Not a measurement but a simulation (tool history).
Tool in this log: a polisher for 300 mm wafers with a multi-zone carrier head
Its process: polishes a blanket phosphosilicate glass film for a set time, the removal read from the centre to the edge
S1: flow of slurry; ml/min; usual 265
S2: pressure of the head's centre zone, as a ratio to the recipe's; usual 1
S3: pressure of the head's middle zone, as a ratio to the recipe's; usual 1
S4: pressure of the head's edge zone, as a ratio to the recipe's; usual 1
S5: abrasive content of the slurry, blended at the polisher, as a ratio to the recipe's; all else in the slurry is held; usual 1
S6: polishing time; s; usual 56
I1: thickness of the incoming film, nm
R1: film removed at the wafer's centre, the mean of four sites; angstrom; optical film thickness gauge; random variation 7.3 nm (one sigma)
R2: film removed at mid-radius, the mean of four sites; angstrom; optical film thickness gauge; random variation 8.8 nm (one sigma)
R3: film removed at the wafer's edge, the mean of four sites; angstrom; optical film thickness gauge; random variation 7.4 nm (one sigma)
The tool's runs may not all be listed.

Run 1, day 0: usual settings; I1 4686.8. Result: R1 6636 angstrom, R2 6851 angstrom, R3 7115 angstrom.
Run 2, day 0.267: usual settings; I1 4601.9. Result: R1 6676 angstrom, R2 6874 angstrom, R3 6969 angstrom.
Run 3, day 0.704: usual settings; I1 4693.9. Result: R1 6727 angstrom, R2 6952 angstrom, R3 7006 angstrom.
Run 4, day 1.233: usual settings; I1 4618.4. Result: R1 6844 angstrom, R2 6940 angstrom, R3 6921 angstrom.
Run 5, day 1.971: usual settings; I1 4686.9. Result: R1 6671 angstrom, R2 6904 angstrom, R3 6802 angstrom.
Run 6, day 2.588: usual settings; I1 4741.8. Result: R1 6595 angstrom, R2 6729 angstrom, R3 6679 angstrom.
Run 7, day 3.067: usual settings; I1 4659.6. Result: R1 6400 angstrom, R2 6491 angstrom, R3 6740 angstrom.
Run 8, day 3.692: usual settings; I1 4584. Result: R1 6270 angstrom, R2 6412 angstrom, R3 6536 angstrom.
At day 3.804: slurry nozzle cleaned.
At day 3.821: edge zone pressure recalibrated.
Run 9, day 4.225: usual settings; I1 4719.4. Result: R1 6138 angstrom, R2 6385 angstrom, R3 6439 angstrom.
Run 10, day 4.483: usual settings; I1 4669.6. Result: R1 6043 angstrom, R2 6329 angstrom, R3 6244 angstrom.
Run 11, day 4.958: usual settings but S6 76 s; I1 4662.8. Result: R1 8077 angstrom, R2 8293 angstrom, R3 8519 angstrom.
Run 12, day 5.583: usual settings but S2 1.06, S3 1.12; I1 4675.8. Result: R1 6091 angstrom, R2 6517 angstrom, R3 6003 angstrom.
At day 5.883: worn pad replaced by a new one.
Run 13, day 6.158: usual settings; I1 4755.8. Result: R1 6839 angstrom, R2 6945 angstrom, R3 6989 angstrom.
At day 6.662: centre zone pressure recalibrated.
Run 14, day 6.683: usual settings but S1 350 ml/min, S2 0.93, S3 0.9, S4 0.94; I1 4727.2. Result: R1 6450 angstrom, R2 6561 angstrom, R3 6943 angstrom.
Run 15, day 7.071: usual settings; I1 4648.2. Result: R1 6599 angstrom, R2 6859 angstrom, R3 7076 angstrom.
Run 16, day 7.775: usual settings but S6 75 s; I1 4643.6. Result: R1 9130 angstrom, R2 9109 angstrom, R3 9230 angstrom.
At day 8.292: carrier head's membrane replaced by a new one.
Run 17, day 8.312: usual settings but S6 76 s; I1 4661. Result: R1 9049 angstrom, R2 9372 angstrom, R3 9384 angstrom.
Run 18, day 8.933: usual settings but S2 0.91, S3 0.93, S5 0.8; I1 4646.3. Result: R1 5466 angstrom, R2 5843 angstrom, R3 6236 angstrom.
Run 19, day 9.683: usual settings but S3 0.89, S5 1.2; I1 4672.7. Result: R1 6835 angstrom, R2 6655 angstrom, R3 7045 angstrom.
Run 20, day 10.392: usual settings but S1 215 ml/min, S2 1.04, S4 0.88, S5 0.7; I1 4616. Result: R1 5449 angstrom, R2 5380 angstrom, R3 5110 angstrom.
Run 21, day 10.958: usual settings; I1 4633.9. Result: R1 6124 angstrom, R2 6404 angstrom, R3 6424 angstrom.
Run 22, day 11.246: usual settings but S4 0.89; I1 4688.3. Result: R1 6097 angstrom, R2 6325 angstrom, R3 5888 angstrom.

Here are 4 independent what-if runs from the current tool condition. What would each one return?
Run A, day 11.262: usual settings; I1 4650.3. Result: R1 ?, R2 ?, R3 ?.
Run B, day 11.262: usual settings but S1 195 ml/min, S2 1.1, S6 64 s; I1 4650.3. Result: R1 ?, R2 ?, R3 ?.
Run C, day 11.262: usual settings but S2 0.95, S6 37 s; I1 4650.3. Result: R1 ?, R2 ?, R3 ?.
Run D, day 11.262: usual settings but S1 315 ml/min, S5 0.85, S6 41 s; I1 4650.3. Result: R1 ?, R2 ?, R3 ?.

run    R1    R2    R3
  A  6010  6149  6297
  B  7260  6808  7030
  C  3783  4064  4161
  D  4167  4256  4343
Take away the tool's hidden state, keep each run's random variation, and the runs would have read:
run    R1    R2    R3
  A  6845  7003  7172
  B  8268  7753  8006
  C  4309  4628  4739
  D  4745  4847  4946

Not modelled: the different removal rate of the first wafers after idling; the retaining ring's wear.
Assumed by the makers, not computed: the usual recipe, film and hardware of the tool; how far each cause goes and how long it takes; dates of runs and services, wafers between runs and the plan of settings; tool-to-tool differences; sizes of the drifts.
